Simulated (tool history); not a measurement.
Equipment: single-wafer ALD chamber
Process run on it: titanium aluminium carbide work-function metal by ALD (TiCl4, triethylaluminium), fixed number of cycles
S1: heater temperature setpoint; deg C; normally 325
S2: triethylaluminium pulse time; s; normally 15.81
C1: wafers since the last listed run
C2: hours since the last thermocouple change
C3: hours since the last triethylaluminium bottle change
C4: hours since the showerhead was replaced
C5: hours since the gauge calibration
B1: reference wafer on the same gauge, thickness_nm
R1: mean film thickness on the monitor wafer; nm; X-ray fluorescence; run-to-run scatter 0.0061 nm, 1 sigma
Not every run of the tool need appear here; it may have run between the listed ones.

{"run": 1, "hour": 0.0, "S1": 325, "S2": 15.81, "C1": 0, "C2": 1058.7, "C3": 1791.9, "C4": 4873.8, "C5": 75.7, "B1": 2.672, "R1": 2.348}
{"run": 2, "hour": 6.9, "S1": 325, "S2": 15.81, "C1": 43, "C2": 1065.6, "C3": 1798.8, "C4": 4880.7, "C5": 82.6, "B1": 2.669, "R1": 2.349}
{"run": 3, "hour": 22.5, "S1": 313, "S2": 15.81, "C1": 97, "C2": 1081.2, "C3": 1814.4, "C4": 4896.3, "C5": 98.2, "B1": 2.671, "R1": 2.249}
{"run": 4, "hour": 40.0, "S1": 325, "S2": 20.55, "C1": 109, "C2": 1098.7, "C3": 1831.9, "C4": 4913.8, "C5": 115.7, "B1": 2.67, "R1": 2.433}
{"run": 5, "hour": 57.9, "S1": 325, "S2": 12.15, "C1": 112, "C2": 1116.6, "C3": 1849.8, "C4": 4931.7, "C5": 133.6, "B1": 2.669, "R1": 2.147}
{"run": 6, "hour": 67.2, "S1": 325, "S2": 12.15, "C1": 58, "C2": 1125.9, "C3": 1859.1, "C4": 4941.0, "C5": 142.9, "B1": 2.671, "R1": 2.147}
{"run": 7, "hour": 80.8, "S1": 325, "S2": 15.81, "C1": 85, "C2": 1139.5, "C3": 1872.7, "C4": 4954.6, "C5": 156.5, "B1": 2.672, "R1": 2.331}
{"run": 8, "hour": 92.3, "S1": 325, "S2": 15.81, "C1": 72, "C2": 1151.0, "C3": 1884.2, "C4": 4966.1, "C5": 168.0, "B1": 2.669, "R1": 2.315}
{"run": 9, "hour": 106.0, "S1": 325, "S2": 19.56, "C1": 85, "C2": 1164.7, "C3": 1897.9, "C4": 4979.8, "C5": 181.7, "B1": 2.672, "R1": 2.398}
{"run": 10, "hour": 120.3, "S1": 325, "S2": 19.56, "C1": 89, "C2": 1179.0, "C3": 1912.2, "C4": 4994.1, "C5": 196.0, "B1": 2.67, "R1": 2.411}
{"run": 11, "hour": 130.4, "S1": 325, "S2": 15.81, "C1": 63, "C2": 1189.1, "C3": 1922.3, "C4": 5004.2, "C5": 206.1, "B1": 2.669, "R1": 2.305}
{"run": 12, "hour": 139.6, "S1": 325, "S2": 15.81, "C1": 57, "C2": 1198.3, "C3": 1931.5, "C4": 5013.4, "C5": 215.3, "B1": 2.668, "R1": 2.307}
{"run": 13, "hour": 156.2, "S1": 325, "S2": 15.81, "C1": 104, "C2": 1214.9, "C3": 1948.1, "C4": 5030.0, "C5": 231.9, "B1": 2.671, "R1": 2.296}
{"hour": 173.1, "done": "showerhead replaced"}
{"run": 14, "hour": 173.6, "S1": 325, "S2": 15.81, "C1": 58, "C2": 1232.3, "C3": 1965.5, "C4": 0.5, "C5": 249.3, "B1": 2.67, "R1": 2.286}
{"hour": 186.8, "done": "triethylaluminium bottle replaced"}
{"run": 15, "hour": 187.3, "S1": 325, "S2": 21.62, "C1": 35, "C2": 1246.0, "C3": 0.5, "C4": 14.2, "C5": 263.0, "B1": 2.672, "R1": 2.465}
{"run": 16, "hour": 197.0, "S1": 339, "S2": 21.97, "C1": 60, "C2": 1255.7, "C3": 10.2, "C4": 23.9, "C5": 272.7, "B1": 2.67, "R1": 2.581}
{"run": 17, "hour": 205.6, "S1": 313, "S2": 17.7, "C1": 53, "C2": 1264.3, "C3": 18.8, "C4": 32.5, "C5": 281.3, "B1": 2.668, "R1": 2.36}
{"hour": 207.0, "done": "gauge calibrated"}
{"hour": 220.9, "done": "thermocouple changed; heater temperature recalibrated"}
{"run": 18, "hour": 221.4, "S1": 325, "S2": 15.81, "C1": 48, "C2": 0.5, "C3": 34.6, "C4": 48.3, "C5": 14.4, "B1": 2.67, "R1": 2.456}
{"run": 19, "hour": 234.1, "S1": 325, "S2": 15.81, "C1": 79, "C2": 13.2, "C3": 47.3, "C4": 61.0, "C5": 27.1, "B1": 2.67, "R1": 2.451}
{"run": 20, "hour": 249.7, "S1": 334, "S2": 19.43, "C1": 97, "C2": 28.8, "C3": 62.9, "C4": 76.6, "C5": 42.7, "B1": 2.672, "R1": 2.551}
{"run": 21, "hour": 263.6, "S1": 336, "S2": 12.84, "C1": 87, "C2": 42.7, "C3": 76.8, "C4": 90.5, "C5": 56.6, "B1": 2.669, "R1": 2.503}
{"run": 22, "hour": 280.6, "S1": 316, "S2": 18.75, "C1": 106, "C2": 59.7, "C3": 93.8, "C4": 107.5, "C5": 73.6, "B1": 2.668, "R1": 2.377}
{"run": 23, "hour": 293.2, "S1": 338, "S2": 20.58, "C1": 79, "C2": 72.3, "C3": 106.4, "C4": 120.1, "C5": 86.2, "B1": 2.671, "R1": 2.562}
{"run": 24, "hour": 302.8, "S1": 315, "S2": 9.5, "C1": 60, "C2": 81.9, "C3": 116.0, "C4": 129.7, "C5": 95.8, "B1": 2.669, "R1": 2.157}
{"run": 25, "hour": 317.1, "S1": 317, "S2": 18.29, "C1": 89, "C2": 96.2, "C3": 130.3, "C4": 144.0, "C5": 110.1, "B1": 2.67, "R1": 2.384}
{"run": 26, "hour": 323.8, "S1": 325, "S2": 20.27, "C1": 42, "C2": 102.9, "C3": 137.0, "C4": 150.7, "C5": 116.8, "B1": 2.67, "R1": 2.463}
{"run": 27, "hour": 336.5, "S1": 316, "S2": 19.1, "C1": 79, "C2": 115.6, "C3": 149.7, "C4": 163.4, "C5": 129.5, "B1": 2.67, "R1": 2.391}
{"run": 28, "hour": 343.6, "S1": 325, "S2": 15.81, "C1": 44, "C2": 122.7, "C3": 156.8, "C4": 170.5, "C5": 136.6, "B1": 2.669, "R1": 2.438}

Alternative continuations, all from the tool just after run 28; predict every row:
{"run": "A", "hour": 344.0, "S1": 325, "S2": 15.81, "C1": 2, "C2": 123.1, "C3": 157.2, "C4": 170.9, "C5": 137.0, "B1": "?", "R1": "?"}
{"run": "B", "hour": 344.0, "S1": 317, "S2": 18.65, "C1": 2, "C2": 123.1, "C3": 157.2, "C4": 170.9, "C5": 137.0, "B1": "?", "R1": "?"}
{"run": "C", "hour": 344.0, "S1": 331, "S2": 11.38, "C1": 2, "C2": 123.1, "C3": 157.2, "C4": 170.9, "C5": 137.0, "B1": "?", "R1": "?"}
{"run": "D", "hour": 344.0, "S1": 337, "S2": 9.51, "C1": 2, "C2": 123.1, "C3": 157.2, "C4": 170.9, "C5": 137.0, "B1": "?", "R1": "?"}

run=A B1=2.670 R1=2.458
run=B B1=2.670 R1=2.400
run=C B1=2.670 R1=2.422
run=D B1=2.670 R1=2.342
With no hidden state in the tool, these same runs would have given:
run=A R1=2.463
run=B R1=2.401
run=C R1=2.443
run=D R1=2.378

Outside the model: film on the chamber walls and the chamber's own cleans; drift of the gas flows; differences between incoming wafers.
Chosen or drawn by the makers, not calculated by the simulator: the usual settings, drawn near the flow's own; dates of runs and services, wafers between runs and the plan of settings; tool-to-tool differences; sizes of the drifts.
